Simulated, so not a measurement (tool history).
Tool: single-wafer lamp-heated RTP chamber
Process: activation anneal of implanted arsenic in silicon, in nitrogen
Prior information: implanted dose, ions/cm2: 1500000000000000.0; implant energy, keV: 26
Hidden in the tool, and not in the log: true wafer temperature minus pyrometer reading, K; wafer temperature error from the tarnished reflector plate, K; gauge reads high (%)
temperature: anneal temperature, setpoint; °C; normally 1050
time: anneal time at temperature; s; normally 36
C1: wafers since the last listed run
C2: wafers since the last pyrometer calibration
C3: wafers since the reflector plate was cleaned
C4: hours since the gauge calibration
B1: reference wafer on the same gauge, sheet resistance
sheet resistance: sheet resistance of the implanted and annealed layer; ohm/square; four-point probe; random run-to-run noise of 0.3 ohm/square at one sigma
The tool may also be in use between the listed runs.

run 1 day=0.000 | temperature=1073 time=45 | C1=0 C2=525 C3=2503 C4=582.6 | B1=94.54 | sheet_resistance=78.62
run 2 day=1.308 | temperature=1073 time=45 | C1=511 C2=1036 C3=3014 C4=614.0 | B1=94.46 | sheet_resistance=78.78
run 3 day=1.858 | temperature=1073 time=45 | C1=214 C2=1251 C3=3229 C4=627.2 | B1=94.53 | sheet_resistance=78.74
run 4 day=2.821 | temperature=1050 time=36 | C1=376 C2=1628 C3=3606 C4=650.3 | B1=94.50 | sheet_resistance=84.83
run 5 day=3.642 | temperature=1050 time=36 | C1=320 C2=1948 C3=3927 C4=670.0 | B1=94.51 | sheet_resistance=84.47
run 6 day=4.842 | temperature=1050 time=36 | C1=469 C2=2417 C3=4396 C4=698.8 | B1=94.53 | sheet_resistance=84.34
-- day=6.533 pyrometer window cleaned and pyrometer calibrated
run 7 day=7.179 | temperature=1050 time=36 | C1=783 C2=251 C3=5179 C4=754.9 | B1=94.46 | sheet_resistance=85.41
run 8 day=8.521 | temperature=1050 time=36 | C1=524 C2=776 C3=5703 C4=787.1 | B1=94.52 | sheet_resistance=85.80
run 9 day=9.579 | temperature=1050 time=36 | C1=413 C2=1190 C3=6117 C4=812.5 | B1=94.49 | sheet_resistance=85.56
run 10 day=10.975 | temperature=1050 time=36 | C1=545 C2=1735 C3=6663 C4=846.0 | B1=94.47 | sheet_resistance=85.16
run 11 day=11.758 | temperature=1050 time=36 | C1=306 C2=2041 C3=6969 C4=864.8 | B1=94.47 | sheet_resistance=84.40
run 12 day=12.888 | temperature=1050 time=36 | C1=441 C2=2483 C3=7410 C4=891.9 | B1=94.54 | sheet_resistance=84.46
run 13 day=14.142 | temperature=1050 time=36 | C1=490 C2=2973 C3=7900 C4=922.0 | B1=94.52 | sheet_resistance=83.76
-- day=15.038 pyrometer window cleaned and pyrometer calibrated
-- day=15.629 reflector plate cleaned
run 14 day=15.650 | temperature=1050 time=36 | C1=328 C2=108 C3=8 C4=958.2 | B1=94.49 | sheet_resistance=85.88
run 15 day=16.358 | temperature=1050 time=36 | C1=276 C2=385 C3=285 C4=975.2 | B1=94.48 | sheet_resistance=85.59
run 16 day=17.233 | temperature=1050 time=36 | C1=342 C2=727 C3=627 C4=996.2 | B1=94.54 | sheet_resistance=85.99
run 17 day=18.425 | temperature=1050 time=36 | C1=465 C2=1193 C3=1093 C4=1024.8 | B1=94.58 | sheet_resistance=85.32
run 18 day=19.167 | temperature=1050 time=36 | C1=289 C2=1483 C3=1383 C4=1042.6 | B1=94.49 | sheet_resistance=85.10
run 19 day=19.954 | temperature=1050 time=36 | C1=307 C2=1791 C3=1691 C4=1061.5 | B1=94.50 | sheet_resistance=85.02
run 20 day=21.033 | temperature=1059 time=36 | C1=421 C2=2213 C3=2113 C4=1087.4 | B1=94.47 | sheet_resistance=83.18
run 21 day=21.929 | temperature=1060 time=47 | C1=350 C2=2563 C3=2463 C4=1108.9 | B1=94.52 | sheet_resistance=79.61
-- day=23.312 pyrometer window cleaned and pyrometer calibrated
run 22 day=23.333 | temperature=1071 time=27 | C1=418 C2=7 C3=2881 C4=1142.6 | B1=94.47 | sheet_resistance=83.74
run 23 day=23.975 | temperature=1050 time=30 | C1=250 C2=258 C3=3132 C4=1158.0 | B1=94.44 | sheet_resistance=87.15
run 24 day=24.625 | temperature=1040 time=47 | C1=254 C2=512 C3=3386 C4=1173.6 | B1=94.57 | sheet_resistance=84.86
-- day=25.375 gauge calibrated
run 25 day=25.700 | temperature=1035 time=46 | C1=420 C2=932 C3=3806 C4=7.8 | B1=94.50 | sheet_resistance=86.59
run 26 day=26.217 | temperature=1026 time=27 | C1=201 C2=1134 C3=4008 C4=20.2 | B1=94.43 | sheet_resistance=94.49
run 27 day=27.267 | temperature=1059 time=36 | C1=410 C2=1544 C3=4419 C4=45.4 | B1=94.47 | sheet_resistance=83.61
run 28 day=28.712 | temperature=1079 time=30 | C1=565 C2=2109 C3=4984 C4=80.1 | B1=94.50 | sheet_resistance=80.46
run 29 day=29.783 | temperature=1065 time=50 | C1=418 C2=2528 C3=5402 C4=105.8 | B1=94.48 | sheet_resistance=78.66
run 30 day=30.412 | temperature=1035 time=48 | C1=245 C2=2774 C3=5648 C4=120.9 | B1=94.48 | sheet_resistance=84.70
run 31 day=31.150 | temperature=1050 time=36 | C1=288 C2=3062 C3=5937 C4=138.6 | B1=94.50 | sheet_resistance=83.78
run 32 day=32.062 | temperature=1050 time=36 | C1=356 C2=3419 C3=6293 C4=160.5 | B1=94.59 | sheet_resistance=83.15
-- day=32.575 pyrometer window cleaned and pyrometer calibrated
run 33 day=32.738 | temperature=1042 time=27 | C1=133 C2=62 C3=6427 C4=176.7 | B1=94.52 | sheet_resistance=90.31
run 34 day=33.767 | temperature=1050 time=36 | C1=402 C2=465 C3=6829 C4=201.4 | B1=94.47 | sheet_resistance=85.85
run 35 day=35.004 | temperature=1050 time=36 | C1=483 C2=948 C3=7313 C4=231.1 | B1=94.48 | sheet_resistance=85.27
run 36 day=36.421 | temperature=1078 time=54 | C1=553 C2=1502 C3=7867 C4=265.1 | B1=94.53 | sheet_resistance=75.61

Table of differences, measured result less the result of that run with no hidden state. Run-to-run variation is the same in both. Gauge scatter possibly is not:
run=1 sheet_resistance=-0.19
run=2 sheet_resistance=-0.32
run=3 sheet_resistance=-0.41
run=4 sheet_resistance=-0.75
run=5 sheet_resistance=-0.98
run=6 sheet_resistance=-1.42
run=7 sheet_resistance=-0.17
run=8 sheet_resistance=-0.28
run=9 sheet_resistance=-0.46
run=10 sheet_resistance=-0.80
run=11 sheet_resistance=-1.03
run=12 sheet_resistance=-1.46
run=13 sheet_resistance=-2.01
run=14 sheet_resistance=-0.10
run=15 sheet_resistance=-0.15
run=16 sheet_resistance=-0.26
run=17 sheet_resistance=-0.47
run=18 sheet_resistance=-0.65
run=19 sheet_resistance=-0.89
run=20 sheet_resistance=-1.19
run=21 sheet_resistance=-1.42
run=22 sheet_resistance=-0.18
run=23 sheet_resistance=-0.21
run=24 sheet_resistance=-0.26
run=25 sheet_resistance=-0.41
run=26 sheet_resistance=-0.52
run=27 sheet_resistance=-0.66
run=28 sheet_resistance=-0.96
run=29 sheet_resistance=-1.27
run=30 sheet_resistance=-1.94
run=31 sheet_resistance=-2.16
run=32 sheet_resistance=-2.63
run=33 sheet_resistance=-0.26
run=34 sheet_resistance=-0.29
run=35 sheet_resistance=-0.44
run=36 sheet_resistance=-0.51

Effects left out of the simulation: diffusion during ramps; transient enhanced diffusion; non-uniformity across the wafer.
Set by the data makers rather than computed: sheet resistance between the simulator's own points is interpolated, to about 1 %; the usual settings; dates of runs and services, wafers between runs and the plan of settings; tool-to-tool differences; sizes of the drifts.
